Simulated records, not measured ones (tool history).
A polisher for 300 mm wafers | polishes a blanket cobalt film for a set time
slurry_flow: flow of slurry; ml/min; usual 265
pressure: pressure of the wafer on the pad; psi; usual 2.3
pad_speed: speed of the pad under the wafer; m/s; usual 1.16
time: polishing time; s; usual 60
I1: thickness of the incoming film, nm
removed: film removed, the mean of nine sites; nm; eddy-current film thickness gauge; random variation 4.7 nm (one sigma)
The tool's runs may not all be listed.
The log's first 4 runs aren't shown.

run 5 day=12.108 | slurry_flow=265 pressure=2.3 pad_speed=1.16 time=60 | I1=1522 | removed=435.9
run 6 day=14.408 | slurry_flow=265 pressure=2.3 pad_speed=1.16 time=60 | I1=1531.3 | removed=431.1
run 7 day=18.6 | slurry_flow=300 pressure=2.3 pad_speed=1.24 time=60 | I1=1537.7 | removed=462.4
run 8 day=20.633 | slurry_flow=265 pressure=2.3 pad_speed=1.16 time=60 | I1=1538.2 | removed=425.5
run 9 day=24.438 | slurry_flow=265 pressure=2.3 pad_speed=1.16 time=60 | I1=1529.9 | removed=412.1
-- day=26.267 slurry nozzle cleaned
run 10 day=28.325 | slurry_flow=265 pressure=2.3 pad_speed=1.16 time=60 | I1=1535.4 | removed=424.7
run 11 day=30.188 | slurry_flow=315 pressure=2.3 pad_speed=1.16 time=60 | I1=1528.2 | removed=427.2
-- day=31.971 worn pad replaced by a new one
run 12 day=34.208 | slurry_flow=235 pressure=2.3 pad_speed=1.16 time=60 | I1=1533.6 | removed=441.2
-- day=36.683 head pressure recalibrated
run 13 day=36.704 | slurry_flow=265 pressure=2.3 pad_speed=1.16 time=60 | I1=1505.9 | removed=437.3
run 14 day=38.188 | slurry_flow=265 pressure=2.3 pad_speed=1.16 time=60 | I1=1554 | removed=425.5
run 15 day=42.438 | slurry_flow=265 pressure=2.3 pad_speed=0.9 time=60 | I1=1545 | removed=337.1
run 16 day=46.833 | slurry_flow=265 pressure=2.3 pad_speed=0.9 time=60 | I1=1510.8 | removed=340.2
run 17 day=48.962 | slurry_flow=265 pressure=2.3 pad_speed=1.16 time=60 | I1=1526.2 | removed=407.7
run 18 day=52.529 | slurry_flow=265 pressure=2.3 pad_speed=1.16 time=60 | I1=1526.5 | removed=401.7
-- day=53.975 slurry nozzle cleaned
-- day=56.625 worn pad replaced by a new one
run 19 day=56.833 | slurry_flow=360 pressure=2.3 pad_speed=1.16 time=60 | I1=1525.3 | removed=466.3
run 20 day=58.825 | slurry_flow=215 pressure=2.3 pad_speed=0.92 time=39 | I1=1522.8 | removed=234.9
run 21 day=60.75 | slurry_flow=265 pressure=2.7 pad_speed=1.16 time=60 | I1=1532.5 | removed=510.8
run 22 day=62.762 | slurry_flow=265 pressure=2.3 pad_speed=1.16 time=60 | I1=1538.9 | removed=434.4
run 23 day=68.062 | slurry_flow=320 pressure=2.7 pad_speed=1.16 time=60 | I1=1524.9 | removed=506
run 24 day=72.325 | slurry_flow=265 pressure=2.3 pad_speed=0.94 time=60 | I1=1540.9 | removed=351.8
run 25 day=76.746 | slurry_flow=265 pressure=2.3 pad_speed=1.16 time=60 | I1=1542.8 | removed=410.2
-- day=78.354 slurry nozzle cleaned
run 26 day=80.921 | slurry_flow=170 pressure=1.5 pad_speed=0.8 time=60 | I1=1533.6 | removed=189.7
-- day=82.454 head pressure recalibrated
run 27 day=85.083 | slurry_flow=350 pressure=2 pad_speed=1.46 time=54 | I1=1525.5 | removed=390

Run 28 comes next. What will it give?
-- day=85.354 worn pad replaced by a new one
run 28 day=89.442 | slurry_flow=330 pressure=2.9 pad_speed=1.16 time=80 | I1=1553.6 | removed=?

Run 28 gave removed 743 nm.
Without the tool's hidden state the same run would have given removed 787.9 nm.

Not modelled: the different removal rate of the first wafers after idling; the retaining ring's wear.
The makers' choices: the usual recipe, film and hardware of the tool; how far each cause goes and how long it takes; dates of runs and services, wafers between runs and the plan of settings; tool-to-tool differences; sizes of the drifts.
